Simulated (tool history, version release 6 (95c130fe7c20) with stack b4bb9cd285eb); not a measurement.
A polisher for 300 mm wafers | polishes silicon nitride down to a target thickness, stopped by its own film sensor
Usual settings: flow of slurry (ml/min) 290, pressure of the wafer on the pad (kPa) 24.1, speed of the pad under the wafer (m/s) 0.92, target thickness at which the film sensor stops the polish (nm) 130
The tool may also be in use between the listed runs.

run     day  flow of slurry (ml/min)  pressure of the wafer on the pad (kPa)  speed of the pad under the wafer (m/s)  target thickness at which the film sensor stops the polish (nm)  incoming thickness of the incoming film, nm  time until the film sensor stopped the polish (s)
  1       0                      290                                    24.1                                    0.74                                                              130                                          219                                               68.9
      0.967  -- slurry nozzle cleaned
  2    2.95                      290                                    24.1                                    0.74                                                              130                                        219.1                                                 68
  3   4.258                      290                                    24.1                                    0.74                                                              130                                        220.8                                               69.7
  4   7.158                      290                                    24.1                                    0.92                                                              130                                        219.7                                               57.8
      9.238  -- worn pad replaced by a new one
  5   10.05                      290                                    24.1                                    0.92                                                              130                                          217                                               56.3
  6   12.65                      290                                    24.1                                    0.92                                                              130                                        218.6                                               58.3
  7  13.971                      290                                    24.1                                    0.92                                                              124                                        216.8                                               61.5
  8  15.592                      290                                    24.1                                    0.92                                                              124                                          219                                               62.4
  9  17.479                      290                                    24.1                                    0.92                                                              124                                        220.1                                               63.6
      17.75  -- worn pad replaced by a new one
 10  19.283                      290                                    24.1                                    0.74                                                              130                                        219.3                                               70.1
 11  20.854                      260                                    19.3                                    1.24                                                              149                                          218                                               44.2
     25.458  -- slurry nozzle cleaned
     27.096  -- worn pad replaced by a new one, of another model than before
 12  28.058                      290                                    24.1                                    0.92                                                              144                                        219.1                                                 50
     29.717  -- head pressure recalibrated
 13   30.15                      290                                    24.1                                    0.92                                                              144                                        217.6                                               47.1
 14  32.696                      375                                    26.2                                    0.92                                                              121                                        222.8                                               61.7
 15  33.796                      290                                    28.3                                    0.92                                                              151                                        217.2                                               37.8
 16  35.521                      290                                    24.1                                    0.62                                                              140                                        216.9                                               63.3
     35.738  -- worn pad replaced by a new one
 17  38.038                      290                                    24.1                                    0.92                                                              130                                        219.8                                               57.4
 18  39.904                      245                                    31.7                                    1.18                                                              115                                        223.9                                               50.9
 19  42.362                      240                                    24.1                                    0.92                                                              130                                        220.9                                               60.1

Forecast each of these 3 alternatives for the next run:
  A  42.379                      290                                    29.6                                    0.92                                                              130                                        221.5                                                  ?
  B  42.379                      290                                    24.1                                    0.76                                                              130                                        221.5                                                  ?
  C  42.379                      375                                    24.1                                    0.92                                                              152                                        221.5                                                  ?

run  time until the film sensor stopped the polish (s)
  A                                               51.1
  B                                               65.6
  C                                               43.8
Without the tool's hidden state the same runs would have given:
run  time until the film sensor stopped the polish (s)
  A                                                 50
  B                                               64.2
  C                                               42.9
